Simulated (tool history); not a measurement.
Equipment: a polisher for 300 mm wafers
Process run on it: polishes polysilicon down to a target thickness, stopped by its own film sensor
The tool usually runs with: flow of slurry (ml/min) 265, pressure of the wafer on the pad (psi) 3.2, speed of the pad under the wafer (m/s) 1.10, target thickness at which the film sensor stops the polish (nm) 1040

run,day,flow of slurry (ml/min),pressure of the wafer on the pad (psi),speed of the pad under the wafer (m/s),target thickness at which the film sensor stops the polish (nm),"incoming thickness of the incoming film, nm",time until the film sensor stopped the polish (s)
1,0.000,265,3.2,1.10,1229,1742.2,42.6
# day 0.075: slurry nozzle cleaned
# day 0.158: worn pad replaced by a new one
2,2.754,330,3.2,1.10,853,1736.3,69.2
3,6.308,330,3.2,1.10,853,1776.4,72.9
4,19.346,265,3.2,1.10,1040,1737.0,57.3
5,21.129,265,3.2,1.10,1040,1753.6,58.6
# day 22.162: worn pad replaced by a new one, of another model than before
6,24.246,265,3.2,1.10,1040,1734.7,55.4
# day 32.975: slurry nozzle cleaned
# day 33.079: head pressure recalibrated
7,33.100,265,3.2,0.94,1040,1735.6,60.6
8,36.738,265,3.2,0.94,1040,1750.8,60.6
9,39.292,265,3.2,0.94,1040,1762.2,62.5
10,42.417,265,3.2,1.10,1040,1736.8,54.8
# day 42.954: worn pad replaced by a new one
11,45.388,265,3.2,1.24,1040,1744.1,51.1
12,49.221,265,3.2,1.10,1040,1778.0,58.3
13,52.288,265,3.2,1.10,1040,1752.2,56.2
14,55.604,265,3.2,1.10,1040,1754.8,58.4
15,58.371,265,3.8,1.10,977,1727.8,53.9
16,61.079,265,3.2,1.10,1040,1736.9,56.3
# day 62.938: slurry nozzle cleaned
17,63.017,265,2.3,1.32,918,1765.7,70.9
# day 64.321: head pressure recalibrated
# day 64.562: worn pad replaced by a new one
18,66.646,340,2.9,1.10,1236,1770.5,41.8
19,68.575,265,3.2,1.10,946,1753.3,62.3
20,71.092,210,2.2,1.30,954,1737.2,68.6
21,73.746,265,3.2,1.10,1040,1750.9,57.6
22,76.512,310,3.2,1.10,1040,1776.2,58.3
23,80.175,265,3.2,1.10,937,1731.1,62.6
24,82.858,265,4.1,1.10,1040,1737.6,48.3
# day 83.904: worn pad replaced by a new one
25,85.867,265,3.2,1.10,1040,1733.0,54.3
26,88.012,310,3.2,1.10,1163,1736.3,44.7
27,90.038,175,3.9,1.10,1040,1756.5,55.1
28,93.583,265,3.5,1.10,796,1762.2,75.8
29,95.988,175,2.6,1.10,1040,1736.9,64.3

What if the next run were any one of these 5? Each begins from the tool's condition after run 29:
A,96.004,265,3.2,0.86,1040,1778.3,?
B,96.004,265,3.2,0.90,1040,1778.3,?
C,96.004,200,4.1,0.98,967,1778.3,?
D,96.004,345,3.8,1.10,830,1778.3,?
E,96.004,195,3.6,1.10,1040,1778.3,?

run,time until the film sensor stopped the polish (s)
A,67.3
B,65.9
C,62.1
D,68.0
E,57.8
The same runs, with their run-to-run variation unchanged, on a tool lacking any hidden condition would have given:
run,time until the film sensor stopped the polish (s)
A,64.5
B,63.2
C,59.1
D,65.7
E,55.0

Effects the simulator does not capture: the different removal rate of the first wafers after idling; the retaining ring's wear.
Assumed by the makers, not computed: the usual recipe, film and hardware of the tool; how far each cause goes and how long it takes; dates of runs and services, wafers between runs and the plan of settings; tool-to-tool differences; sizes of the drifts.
